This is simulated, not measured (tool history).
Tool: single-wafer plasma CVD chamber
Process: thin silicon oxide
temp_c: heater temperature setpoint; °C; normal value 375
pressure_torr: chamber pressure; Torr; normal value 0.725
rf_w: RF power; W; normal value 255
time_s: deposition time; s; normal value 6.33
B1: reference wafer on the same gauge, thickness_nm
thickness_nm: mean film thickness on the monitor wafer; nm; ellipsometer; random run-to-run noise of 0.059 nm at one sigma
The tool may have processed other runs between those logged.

Run 1, hour 0: usual settings but temp_c 380 °C; B1 9.033. Result: thickness_nm 9.843 nm.
Run 2, hour 66.6: usual settings; B1 9.008. Result: thickness_nm 9.815 nm.
Run 3, hour 126.5: usual settings; B1 9.018. Result: thickness_nm 9.886 nm.
Run 4, hour 176.4: usual settings; B1 9.015. Result: thickness_nm 9.938 nm.
At hour 234.9: thermocouple changed; heater temperature recalibrated.
Run 5, hour 245.6: usual settings; B1 9.009. Result: thickness_nm 9.98 nm.
Run 6, hour 272.4: usual settings; B1 8.998. Result: thickness_nm 10.031 nm.
Run 7, hour 303.6: usual settings but pressure_torr 0.81 Torr, rf_w 240 W; B1 9.029. Result: thickness_nm 10.815 nm.
Run 8, hour 329: usual settings but temp_c 379 °C; B1 9.008. Result: thickness_nm 9.861 nm.
At hour 382.8: RF generator calibrated.
Run 9, hour 383.3: usual settings but pressure_torr 0.59 Torr, rf_w 275 W, time_s 5.2 s; B1 9.018. Result: thickness_nm 7.076 nm.
Run 10, hour 420.5: usual settings but pressure_torr 0.854 Torr, time_s 5.1 s; B1 9.026. Result: thickness_nm 9.588 nm.
Run 11, hour 444.7: usual settings; B1 9.007. Result: thickness_nm 10.251 nm.
Run 12, hour 491.9: usual settings; B1 9.017. Result: thickness_nm 10.178 nm.
Run 13, hour 559.2: usual settings but pressure_torr 0.595 Torr; B1 9.005. Result: thickness_nm 8.305 nm.
At hour 611.2: gauge calibrated.
Run 14, hour 615: usual settings; B1 9.012. Result: thickness_nm 10.217 nm.
Run 15, hour 651.5: usual settings but temp_c 385 °C, pressure_torr 0.585 Torr, time_s 7.51 s; B1 9.027. Result: thickness_nm 9.808 nm.
Run 16, hour 679.9: usual settings but rf_w 240 W, time_s 5.96 s; B1 9.004. Result: thickness_nm 9.447 nm.
At hour 688.6: capacitance manometer re-zeroed and calibrated.
Run 17, hour 722.5: usual settings but pressure_torr 0.897 Torr, time_s 5.39 s; B1 9. Result: thickness_nm 10.061 nm.
At hour 731.9: showerhead replaced.
Run 18, hour 747.7: usual settings but temp_c 367 °C, time_s 7.22 s; B1 9.012. Result: thickness_nm 11.215 nm.
Run 19, hour 780.6: usual settings but temp_c 362 °C, time_s 5.65 s; B1 9.012. Result: thickness_nm 8.872 nm.
Run 20, hour 827.8: usual settings but temp_c 362 °C, rf_w 275 W; B1 9.012. Result: thickness_nm 10.178 nm.
Run 21, hour 862.3: usual settings but temp_c 382 °C, pressure_torr 0.559 Torr, rf_w 240 W, time_s 7.33 s; B1 9.021. Result: thickness_nm 8.53 nm.
Run 22, hour 906.3: usual settings but temp_c 379 °C, time_s 7.38 s; B1 9.017. Result: thickness_nm 11.265 nm.
Run 23, hour 959.6: usual settings but rf_w 305 W; B1 9.013. Result: thickness_nm 10.433 nm.
Run 24, hour 991.5: usual settings but pressure_torr 0.672 Torr; B1 9.018. Result: thickness_nm 9.042 nm.
Run 25, hour 1037.7: usual settings but pressure_torr 0.59 Torr, time_s 5.71 s; B1 9.007. Result: thickness_nm 7.159 nm.
Run 26, hour 1075.3: usual settings but pressure_torr 0.59 Torr, rf_w 275 W, time_s 5.2 s; B1 9.016. Result: thickness_nm 6.715 nm.
Run 27, hour 1133.3: usual settings but temp_c 362 °C, rf_w 215 W; B1 9.002. Result: thickness_nm 9.131 nm.
Run 28, hour 1168.1: usual settings but pressure_torr 0.644 Torr, rf_w 210 W; B1 9.015. Result: thickness_nm 7.992 nm.

Here are 5 independent what-if runs from the current tool condition. What would each one return?
Run A, hour 1168.5: usual settings but pressure_torr 0.87 Torr; B1 ?. Result: thickness_nm ?.
Run B, hour 1168.5: usual settings but temp_c 385 °C, pressure_torr 0.79 Torr, rf_w 280 W, time_s 6.01 s; B1 ?. Result: thickness_nm ?.
Run C, hour 1168.5: usual settings but temp_c 370 °C, rf_w 235 W; B1 ?. Result: thickness_nm ?.
Run D, hour 1168.5: usual settings but time_s 7 s; B1 ?. Result: thickness_nm ?.
Run E, hour 1168.5: usual settings but rf_w 270 W; B1 ?. Result: thickness_nm ?.

run     B1  thickness_nm
  A  8.991        11.423
  B  8.991        10.263
  C  8.991         9.423
  D  8.991        10.705
  E  8.991         9.891
With no hidden state in the tool, these same runs would have given:
run  thickness_nm
  A        11.716
  B        10.509
  C         9.661
  D         10.97
  E        10.124
